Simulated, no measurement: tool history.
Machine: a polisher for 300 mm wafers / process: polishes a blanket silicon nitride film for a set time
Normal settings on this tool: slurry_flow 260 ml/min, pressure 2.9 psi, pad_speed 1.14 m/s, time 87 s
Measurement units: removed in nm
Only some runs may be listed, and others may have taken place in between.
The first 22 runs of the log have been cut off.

| run | hour | slurry_flow | pressure | pad_speed | time | wafers since the last listed run | wafers polished on this pad | hours since the slurry nozzle was cleaned | hours since the head pressure was calibrated | incoming thickness of the incoming film, nm | removed |
|---|---|---|---|---|---|---|---|---|---|---|---|
| 23 | 1147.5 | 260 | 2.9 | 1.14 | 87 | 227 | 3010 | 462.1 | 152.6 | 652.4 | 110.9 |
| 24 | 1187.9 | 260 | 2.9 | 1.14 | 87 | 329 | 3340 | 502.5 | 193 | 651.4 | 111 |
| 25 | 1232.7 | 290 | 2.6 | 1.02 | 95 | 365 | 3706 | 547.3 | 237.8 | 660.5 | 102.7 |
|  | 1271.1 | slurry nozzle cleaned |
| 26 | 1291.5 | 260 | 3.4 | 1.14 | 66 | 472 | 4178 | 20.4 | 296.6 | 666.5 | 100.9 |
|  | 1296.9 | worn pad replaced by a new one |
| 27 | 1335.6 | 260 | 2.9 | 1.14 | 87 | 327 | 315 | 64.5 | 340.7 | 650.9 | 112.9 |
| 28 | 1407.4 | 260 | 2.4 | 1.14 | 117 | 586 | 902 | 136.3 | 412.5 | 670.3 | 127.4 |
| 29 | 1448.4 | 260 | 2.9 | 0.8 | 67 | 334 | 1237 | 177.3 | 453.5 | 663.8 | 73.3 |
| 30 | 1495.1 | 260 | 2.9 | 1.5 | 111 | 381 | 1618 | 224 | 500.2 | 661.6 | 166 |
| 31 | 1540.9 | 260 | 3.8 | 1.14 | 87 | 374 | 1992 | 269.8 | 546 | 657.3 | 145.5 |
|  | 1550 | head pressure recalibrated |
| 32 | 1610 | 220 | 2.9 | 1 | 112 | 547 | 2540 | 338.9 | 60 | 655.5 | 130.6 |
| 33 | 1634.2 | 305 | 2.9 | 0.78 | 100 | 197 | 2738 | 363.1 | 84.2 | 652.1 | 108.8 |
| 34 | 1692.2 | 260 | 2.4 | 1 | 87 | 473 | 3211 | 421.1 | 142.2 | 672.6 | 84.4 |
|  | 1712.8 | slurry nozzle cleaned |
| 35 | 1742.4 | 220 | 2.1 | 1.14 | 87 | 401 | 3613 | 29.6 | 192.4 | 661.6 | 80.9 |
|  | 1763.4 | worn pad replaced by a new one |
| 36 | 1793.2 | 190 | 2.9 | 1.34 | 87 | 382 | 243 | 80.4 | 243.2 | 670.8 | 117.6 |
| 37 | 1851.5 | 260 | 2.9 | 1.14 | 97 | 476 | 719 | 138.7 | 301.5 | 655 | 123.9 |
| 38 | 1903.5 | 285 | 2.2 | 0.8 | 95 | 424 | 1144 | 190.7 | 353.5 | 659.6 | 78.4 |

3 options for the next run, each taken on its own from the tool as it stands now. Forecast them:
| A | 1904 | 260 | 2.9 | 1.14 | 87 | 4 | 1148 | 191.2 | 354 | 663.8 | ? |
| B | 1904 | 260 | 2.2 | 1.14 | 87 | 4 | 1148 | 191.2 | 354 | 663.8 | ? |
| C | 1904 | 330 | 3.7 | 1.14 | 87 | 4 | 1148 | 191.2 | 354 | 663.8 | ? |

| run | removed |
|---|---|
| A | 110.8 |
| B | 84 |
| C | 145 |
With the hidden condition removed and each run's random variation left untouched, the same runs would have given:
| run | removed |
|---|---|
| A | 111.9 |
| B | 84.9 |
| C | 146.2 |

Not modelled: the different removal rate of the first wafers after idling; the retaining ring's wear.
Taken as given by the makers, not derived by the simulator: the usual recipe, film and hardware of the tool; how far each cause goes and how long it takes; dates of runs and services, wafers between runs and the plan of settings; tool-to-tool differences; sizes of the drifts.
